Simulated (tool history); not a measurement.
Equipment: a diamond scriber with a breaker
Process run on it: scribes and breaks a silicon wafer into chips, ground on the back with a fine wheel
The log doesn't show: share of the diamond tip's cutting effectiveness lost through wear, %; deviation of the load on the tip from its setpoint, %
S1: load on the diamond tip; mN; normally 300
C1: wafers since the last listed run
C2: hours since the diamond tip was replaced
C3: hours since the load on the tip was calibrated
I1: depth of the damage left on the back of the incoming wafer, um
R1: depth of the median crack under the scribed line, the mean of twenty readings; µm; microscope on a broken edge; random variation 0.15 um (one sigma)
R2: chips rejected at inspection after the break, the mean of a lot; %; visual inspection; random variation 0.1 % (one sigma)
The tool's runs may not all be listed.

| run | day | S1 | C1 | C2 | C3 | I1 | R1 | R2 |
|---|---|---|---|---|---|---|---|---|
| 1 | 0 | 300 | 0 | 192.3 | 27 | 2.64 | 7.81 | 4.08 |
| 2 | 3.325 | 300 | 308 | 272.1 | 106.8 | 2.95 | 7.56 | 7.22 |
| 3 | 5.912 | 300 | 240 | 334.2 | 168.9 | 2.76 | 7.28 | 7.85 |
| 4 | 8.25 | 300 | 217 | 390.3 | 225 | 2.78 | 7.48 | 9.65 |
| 5 | 10.375 | 300 | 197 | 441.3 | 276 | 2.05 | 7.29 | 6.57 |
|  | 11.562 | diamond tip replaced by a new one |
| 6 | 14.367 | 368 | 362 | 67.3 | 371.8 | 2.18 | 8.42 | 2.48 |
| 7 | 17.129 | 368 | 256 | 133.6 | 438.1 | 1.65 | 8.68 | 1.38 |
| 8 | 18.875 | 263 | 162 | 175.5 | 480 | 2.55 | 6.39 | 25.75 |
|  | 19.608 | load on the tip recalibrated |
| 9 | 25.425 | 246 | 600 | 332.7 | 139.6 | 2.83 | 6.43 | 23.04 |
| 10 | 27.212 | 246 | 165 | 375.6 | 182.5 | 2.97 | 6.46 | 27.87 |
| 11 | 29.938 | 246 | 253 | 441 | 247.9 | 1.82 | 6.34 | 22.32 |
| 12 | 33.233 | 300 | 306 | 520.1 | 327 | 2.91 | 7.22 | 9.71 |
|  | 34.192 | diamond tip replaced by a new one |
| 13 | 37.071 | 300 | 348 | 69.1 | 419.1 | 2.17 | 7.25 | 7.56 |
| 14 | 40.058 | 300 | 277 | 140.8 | 490.8 | 2.26 | 7.32 | 8.28 |
| 15 | 43.221 | 300 | 293 | 216.7 | 566.7 | 2.48 | 7.11 | 10.25 |
| 16 | 45.171 | 300 | 181 | 263.5 | 613.5 | 1.52 | 7.22 | 6.62 |
|  | 45.333 | load on the tip recalibrated |
| 17 | 47.9 | 234 | 245 | 329 | 61.6 | 2.71 | 6.39 | 25.68 |
| 18 | 58.021 | 271 | 939 | 571.9 | 304.5 | 1.65 | 6.73 | 15.86 |
|  | 60.104 | diamond tip replaced by a new one |
| 19 | 61.296 | 225 | 296 | 28.6 | 383.1 | 1.73 | 5.46 | 42.3 |
| 20 | 64.917 | 269 | 336 | 115.5 | 470 | 1.97 | 6.52 | 20.07 |
| 21 | 68.492 | 223 | 331 | 201.3 | 555.8 | 2.3 | 5.64 | 46.37 |
| 22 | 70.058 | 353 | 145 | 238.9 | 593.4 | 2.59 | 8.2 | 3.71 |
|  | 71.046 | load on the tip recalibrated |
| 23 | 74.433 | 326 | 398 | 343.9 | 81.3 | 1.83 | 8.42 | 1.64 |
| 24 | 78.367 | 300 | 365 | 438.3 | 175.7 | 2.25 | 7.53 | 5.01 |
| 25 | 80.538 | 248 | 201 | 490.4 | 227.8 | 1.94 | 6.46 | 20.66 |
|  | 81.633 | diamond tip replaced by a new one |
| 26 | 82.904 | 248 | 212 | 30.5 | 284.6 | 2.48 | 6.27 | 27.24 |
| 27 | 86.721 | 355 | 354 | 122.1 | 376.2 | 1.8 | 8.36 | 1.59 |
| 28 | 90.679 | 300 | 367 | 217.1 | 471.2 | 1.8 | 7.31 | 6.93 |
|  | 91.2 | load on the tip recalibrated |
| 29 | 94.425 | 248 | 340 | 307 | 77.4 | 2.23 | 6.47 | 16.62 |
| 30 | 98.146 | 227 | 345 | 396.3 | 166.7 | 2.56 | 5.81 | 34.53 |
| 31 | 102.05 | 300 | 362 | 490 | 260.4 | 2.75 | 7.58 | 7.78 |
|  | 106.629 | diamond tip replaced by a new one |
| 32 | 107.296 | 216 | 479 | 16 | 386.3 | 2.37 | 5.57 | 46.5 |
| 33 | 110.754 | 384 | 321 | 99 | 469.3 | 2.25 | 9.12 | 4.11 |
|  | 112.842 | load on the tip recalibrated |
| 34 | 113.329 | 214 | 231 | 160.8 | 11.7 | 2.79 | 6.3 | 36.08 |

Take each entry between the runs: how does the hidden state at the last listed run before it differ from the hidden state at the first listed run after it?
Between runs 5 and 6: diamond tip replaced by a new one (day 11.562)
  deviation of the load on the tip from its setpoint, %: -13 -> -14.5
  what was measured, less what the result would be without the hidden state, R1: -0.92 -> -1.2 µm; R2: +4.83 -> -8.43 %
Between runs 8 and 9: load on the tip recalibrated (day 19.608)
  deviation of the load on the tip from its setpoint, %: -15.4 -> -7.27
  what was measured, less what the result would be without the hidden state, R1: -0.97 -> -0.43 µm; R2: +17.25 -> +8.02 %
Between runs 12 and 13: diamond tip replaced by a new one (day 34.192)
  deviation of the load on the tip from its setpoint, %: -12 -> -13
  what was measured, less what the result would be without the hidden state, R1: -0.82 -> -0.92 µm; R2: +5.21 -> +5.38 %
Between runs 16 and 17: load on the tip recalibrated (day 45.333)
  deviation of the load on the tip from its setpoint, %: -14 -> -5.33
  what was measured, less what the result would be without the hidden state, R1: -1 -> -0.3 µm; R2: +5.6 -> +6.27 %
Between runs 18 and 19: diamond tip replaced by a new one (day 60.104)
  deviation of the load on the tip from its setpoint, %: -13.6 -> -14.7
  what was measured, less what the result would be without the hidden state, R1: -0.9 -> -0.79 µm; R2: +11.96 -> +21.11 %
Between runs 22 and 23: load on the tip recalibrated (day 71.046)
  deviation of the load on the tip from its setpoint, %: -16 -> -4.73
  what was measured, less what the result would be without the hidden state, R1: -1.32 -> -0.35 µm; R2: -4.88 -> -1.21 %
Between runs 25 and 26: diamond tip replaced by a new one (day 81.633)
  deviation of the load on the tip from its setpoint, %: -10.3 -> -11.5
  what was measured, less what the result would be without the hidden state, R1: -0.63 -> -0.69 µm; R2: +10.67 -> +14.05 %
Between runs 28 and 29: load on the tip recalibrated (day 91.2)
  deviation of the load on the tip from its setpoint, %: -13.6 -> -4.34
  what was measured, less what the result would be without the hidden state, R1: -0.97 -> -0.25 µm; R2: +5.51 -> +4.46 %
Between runs 31 and 32: diamond tip replaced by a new one (day 106.629)
  deviation of the load on the tip from its setpoint, %: -10.9 -> -12.8
  what was measured, less what the result would be without the hidden state, R1: -0.78 -> -0.68 µm; R2: +4.04 -> +18.27 %
Between runs 33 and 34: load on the tip recalibrated (day 112.842)
  deviation of the load on the tip from its setpoint, %: -13.5 -> -1.96
  what was measured, less what the result would be without the hidden state, R1: -1.19 -> -0.1 µm; R2: -10.71 -> +2.69 %
